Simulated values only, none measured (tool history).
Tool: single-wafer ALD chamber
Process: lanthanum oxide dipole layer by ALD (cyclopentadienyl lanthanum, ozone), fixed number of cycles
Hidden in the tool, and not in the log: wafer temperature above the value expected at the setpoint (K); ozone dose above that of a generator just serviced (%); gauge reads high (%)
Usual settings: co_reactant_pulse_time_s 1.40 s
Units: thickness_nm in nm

run	hour	co_reactant_pulse_time_s	wafers since the last listed run	hours since the last thermocouple change	hours since the last ozone generator service	hours since the showerhead was replaced	hours since the gauge calibration	read-back reference wafer on the same gauge, thickness_nm	thickness_nm
1	0.0	1.40	0	16.4	204.0	3555.2	3278.9	0.643	0.563
2	51.3	1.80	572	67.7	255.3	3606.5	3330.2	0.642	0.577
3	146.4	1.80	1061	162.8	350.4	3701.6	3425.3	0.642	0.576
4	247.6	1.78	1129	264.0	451.6	3802.8	3526.5	0.642	0.571
5	332.4	1.78	946	348.8	536.4	3887.6	3611.3	0.642	0.569
6	419.1	1.65	967	435.5	623.1	3974.3	3698.0	0.641	0.562
7	496.3	1.40	861	512.7	700.3	4051.5	3775.2	0.642	0.546
# hour 562.6: ozone generator serviced
8	603.6	1.40	1108	620.0	41.0	4158.8	3882.5	0.642	0.567
9	659.1	1.40	619	675.5	96.5	4214.3	3938.0	0.643	0.565
10	716.9	1.40	645	733.3	154.3	4272.1	3995.8	0.642	0.559
11	752.9	1.40	401	769.3	190.3	4308.1	4031.8	0.642	0.556
# hour 806.2: gauge calibrated
12	846.2	1.40	1041	862.6	283.6	4401.4	40.0	0.642	0.555
13	940.8	0.97	1055	957.2	378.2	4496.0	134.6	0.642	0.527
14	978.9	1.70	425	995.3	416.3	4534.1	172.7	0.642	0.560
15	1028.1	1.09	549	1044.5	465.5	4583.3	221.9	0.643	0.527
16	1093.3	1.40	727	1109.7	530.7	4648.5	287.1	0.641	0.548
17	1137.9	1.58	497	1154.3	575.3	4693.1	331.7	0.642	0.553
18	1195.1	0.96	638	1211.5	632.5	4750.3	388.9	0.643	0.513
# hour 1214.8: showerhead replaced
# hour 1252.4: ozone generator serviced
19	1298.4	1.02	974	1314.8	46.0	83.6	492.2	0.643	0.552
20	1338.7	1.40	449	1355.1	86.3	123.9	532.5	0.640	0.570
21	1387.9	0.93	549	1404.3	135.5	173.1	581.7	0.642	0.538
# hour 1408.7: thermocouple changed; heater temperature recalibrated
22	1552.1	1.40	1743	143.4	299.7	337.3	745.9	0.643	0.561
23	1839.0	1.25	3201	430.3	586.6	624.2	1032.8	0.641	0.548
24	1911.7	1.40	811	503.0	659.3	696.9	1105.5	0.642	0.554
25	1987.3	1.68	843	578.6	734.9	772.5	1181.1	0.642	0.566
# hour 2003.9: ozone generator serviced
26	2139.4	1.40	1608	730.7	135.5	924.6	1333.2	0.642	0.568
27	2244.5	1.12	1172	835.8	240.6	1029.7	1438.3	0.642	0.547
28	2294.4	1.40	556	885.7	290.5	1079.6	1488.2	0.643	0.562
29	2346.2	1.86	578	937.5	342.3	1131.4	1540.0	0.642	0.579
30	2421.0	1.06	834	1012.3	417.1	1206.2	1614.8	0.642	0.536
31	2524.1	1.40	1150	1115.4	520.2	1309.3	1717.9	0.643	0.554
32	2602.4	1.77	873	1193.7	598.5	1387.6	1796.2	0.641	0.570
# hour 2680.5: thermocouple changed; heater temperature recalibrated
33	2681.0	1.19	787	0.5	677.1	1466.2	1874.8	0.642	0.537
# hour 2712.3: ozone generator serviced
34	2795.4	1.40	1187	114.9	83.1	1580.6	1989.2	0.642	0.567
35	2833.7	1.40	427	153.2	121.4	1618.9	2027.5	0.642	0.564

Some steps in thickness_nm between neighbouring runs. How much of each would the tool show without its hidden state too (settings, what came in, random variation), and how much is left for the hidden state, with any gauge scatter that isn't in both results?
Run 7 -> 8: ozone generator serviced. thickness_nm +0.021 nm: hidden state +0.021, all else +0.000.
Run 17 -> 18: co_reactant_pulse_time_s 1.58 -> 0.96. thickness_nm -0.040 nm: hidden state -0.013, all else -0.027.
Run 18 -> 19: co_reactant_pulse_time_s 0.96 -> 1.02, showerhead replaced, ozone generator serviced. thickness_nm +0.039 nm: hidden state +0.036, all else +0.003.
Run 29 -> 30: co_reactant_pulse_time_s 1.86 -> 1.06. thickness_nm -0.043 nm: hidden state -0.013, all else -0.030.
Run 33 -> 34: co_reactant_pulse_time_s 1.19 -> 1.40, ozone generator serviced. thickness_nm +0.030 nm: hidden state +0.017, all else +0.013.
